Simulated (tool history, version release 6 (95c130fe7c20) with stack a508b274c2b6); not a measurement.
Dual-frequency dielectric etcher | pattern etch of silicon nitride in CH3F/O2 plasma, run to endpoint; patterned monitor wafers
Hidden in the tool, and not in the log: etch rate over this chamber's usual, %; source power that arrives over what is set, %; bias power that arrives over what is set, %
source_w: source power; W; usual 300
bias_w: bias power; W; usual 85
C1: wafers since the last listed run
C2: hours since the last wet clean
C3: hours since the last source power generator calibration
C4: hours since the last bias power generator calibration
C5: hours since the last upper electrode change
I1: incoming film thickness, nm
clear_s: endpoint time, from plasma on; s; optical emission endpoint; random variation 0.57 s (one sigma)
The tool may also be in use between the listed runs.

Run 1, hour 0: usual settings; C1 0; C2 280.1; C3 4609.3; C4 2688.8; C5 2288.5; I1 57.9. Result: clear_s 69.4 s.
Run 2, hour 16.8: usual settings; C1 131; C2 296.9; C3 4626.1; C4 2705.6; C5 2305.3; I1 58.3. Result: clear_s 70.2 s.
Run 3, hour 29.8: usual settings but bias_w 92 W; C1 101; C2 309.9; C3 4639.1; C4 2718.6; C5 2318.3; I1 57.9. Result: clear_s 68.1 s.
Run 4, hour 44.2: usual settings but bias_w 92 W; C1 112; C2 324.3; C3 4653.5; C4 2733; C5 2332.7; I1 58.7. Result: clear_s 68.8 s.
Run 5, hour 56.7: usual settings but bias_w 92 W; C1 97; C2 336.8; C3 4666; C4 2745.5; C5 2345.2; I1 57.8. Result: clear_s 68.8 s.
Run 6, hour 70.1: usual settings but bias_w 71 W; C1 104; C2 350.2; C3 4679.4; C4 2758.9; C5 2358.6; I1 57.4. Result: clear_s 70.3 s.
Run 7, hour 106.3: usual settings but bias_w 71 W; C1 282; C2 386.4; C3 4715.6; C4 2795.1; C5 2394.8; I1 57.1. Result: clear_s 70.8 s.
Run 8, hour 113.3: usual settings but bias_w 81 W; C1 54; C2 393.4; C3 4722.6; C4 2802.1; C5 2401.8; I1 57.9. Result: clear_s 70.2 s.
At hour 142.8: wet clean of the chamber.
Run 9, hour 143.3: usual settings but bias_w 81 W; C1 46; C2 0.5; C3 4752.6; C4 2832.1; C5 2431.8; I1 58.1. Result: clear_s 69.4 s.
Run 10, hour 143.6: usual settings; C1 2; C2 0.8; C3 4752.9; C4 2832.4; C5 2432.1; I1 57.6. Result: clear_s 69.3 s.
Run 11, hour 150.4: usual settings; C1 53; C2 7.6; C3 4759.7; C4 2839.2; C5 2438.9; I1 57.3. Result: clear_s 68.2 s.
Run 12, hour 156.6: usual settings; C1 48; C2 13.8; C3 4765.9; C4 2845.4; C5 2445.1; I1 57.8. Result: clear_s 68.8 s.
Run 13, hour 164.4: usual settings but source_w 340 W; C1 60; C2 21.6; C3 4773.7; C4 2853.2; C5 2452.9; I1 57.7. Result: clear_s 65.5 s.
Run 14, hour 178.4: usual settings but source_w 340 W; C1 109; C2 35.6; C3 4787.7; C4 2867.2; C5 2466.9; I1 57.7. Result: clear_s 64.9 s.
Run 15, hour 187.1: usual settings but source_w 330 W; C1 67; C2 44.3; C3 4796.4; C4 2875.9; C5 2475.6; I1 57.4. Result: clear_s 65.6 s.
Run 16, hour 195.8: usual settings but source_w 330 W; C1 67; C2 53; C3 4805.1; C4 2884.6; C5 2484.3; I1 57.8. Result: clear_s 65 s.
At hour 204.8: bias power generator calibrated.
Run 17, hour 205.3: usual settings but bias_w 95 W; C1 42; C2 62.5; C3 4814.6; C4 0.5; C5 2493.8; I1 57.3. Result: clear_s 67.7 s.
Run 18, hour 253.6: usual settings but source_w 380 W, bias_w 101 W; C1 376; C2 110.8; C3 4862.9; C4 48.8; C5 2542.1; I1 58.2. Result: clear_s 60 s.
Run 19, hour 266.2: usual settings; C1 98; C2 123.4; C3 4875.5; C4 61.4; C5 2554.7; I1 58.5. Result: clear_s 71 s.
Run 20, hour 273.1: usual settings but source_w 240 W, bias_w 91 W; C1 53; C2 130.3; C3 4882.4; C4 68.3; C5 2561.6; I1 57.9. Result: clear_s 76.6 s.
Run 21, hour 289: usual settings but bias_w 92 W; C1 124; C2 146.2; C3 4898.3; C4 84.2; C5 2577.5; I1 57.8. Result: clear_s 68.6 s.
Run 22, hour 295.7: usual settings but source_w 380 W, bias_w 71 W; C1 52; C2 152.9; C3 4905; C4 90.9; C5 2584.2; I1 57.8. Result: clear_s 63.8 s.
Run 23, hour 301.8: usual settings but source_w 220 W, bias_w 90 W; C1 47; C2 159; C3 4911.1; C4 97; C5 2590.3; I1 58. Result: clear_s 81.3 s.
At hour 330.2: source power generator calibrated.
At hour 330.3: upper electrode replaced.
Run 24, hour 330.8: usual settings but source_w 280 W, bias_w 75 W; C1 194; C2 188; C3 0.6; C4 126; C5 0.5; I1 57.2. Result: clear_s 73.9 s.
Run 25, hour 331.2: usual settings but source_w 280 W, bias_w 71 W; C1 3; C2 188.4; C3 1; C4 126.4; C5 0.9; I1 58.2. Result: clear_s 75.5 s.
Run 26, hour 341.2: usual settings; C1 78; C2 198.4; C3 11; C4 136.4; C5 10.9; I1 58. Result: clear_s 69.1 s.
Run 27, hour 356.8: usual settings; C1 121; C2 214; C3 26.6; C4 152; C5 26.5; I1 57.8. Result: clear_s 70.2 s.
Run 28, hour 371.4: usual settings; C1 113; C2 228.6; C3 41.2; C4 166.6; C5 41.1; I1 58.2. Result: clear_s 69.8 s.
Run 29, hour 385.6: usual settings but source_w 260 W, bias_w 102 W; C1 110; C2 242.8; C3 55.4; C4 180.8; C5 55.3; I1 58.2. Result: clear_s 71.8 s.
Run 30, hour 395.5: usual settings but source_w 360 W, bias_w 104 W; C1 77; C2 252.7; C3 65.3; C4 190.7; C5 65.2; I1 57.2. Result: clear_s 60.3 s.
Run 31, hour 404.4: usual settings but bias_w 94 W; C1 69; C2 261.6; C3 74.2; C4 199.6; C5 74.1; I1 58. Result: clear_s 68.5 s.
Run 32, hour 417.8: usual settings but source_w 350 W, bias_w 100 W; C1 104; C2 275; C3 87.6; C4 213; C5 87.5; I1 57.2. Result: clear_s 61.5 s.
Run 33, hour 434.1: usual settings but source_w 380 W, bias_w 65 W; C1 127; C2 291.3; C3 103.9; C4 229.3; C5 103.8; I1 57.1. Result: clear_s 63.8 s.
Run 34, hour 448.9: usual settings but source_w 320 W, bias_w 105 W; C1 115; C2 306.1; C3 118.7; C4 244.1; C5 118.6; I1 57.1. Result: clear_s 64.1 s.

Forecast each of these 5 alternatives for the next run:
Run A, hour 449.4: usual settings but bias_w 98 W; C1 3; C2 306.6; C3 119.2; C4 244.6; C5 119.1; I1 57.5. Result: clear_s ?.
Run B, hour 449.4: usual settings but source_w 230 W, bias_w 72 W; C1 3; C2 306.6; C3 119.2; C4 244.6; C5 119.1; I1 57.5. Result: clear_s ?.
Run C, hour 449.4: usual settings but bias_w 93 W; C1 3; C2 306.6; C3 119.2; C4 244.6; C5 119.1; I1 57.5. Result: clear_s ?.
Run D, hour 449.4: usual settings but source_w 230 W; C1 3; C2 306.6; C3 119.2; C4 244.6; C5 119.1; I1 57.5. Result: clear_s ?.
Run E, hour 449.4: usual settings but source_w 340 W, bias_w 97 W; C1 3; C2 306.6; C3 119.2; C4 244.6; C5 119.1; I1 57.5. Result: clear_s ?.

run  clear_s
  A     67.5
  B     82.7
  C     68.2
  D     80.2
  E     63.5
Without the tool's hidden state the same runs would have given:
run  clear_s
  A     67.5
  B     82.7
  C     68.2
  D     80.2
  E     63.5
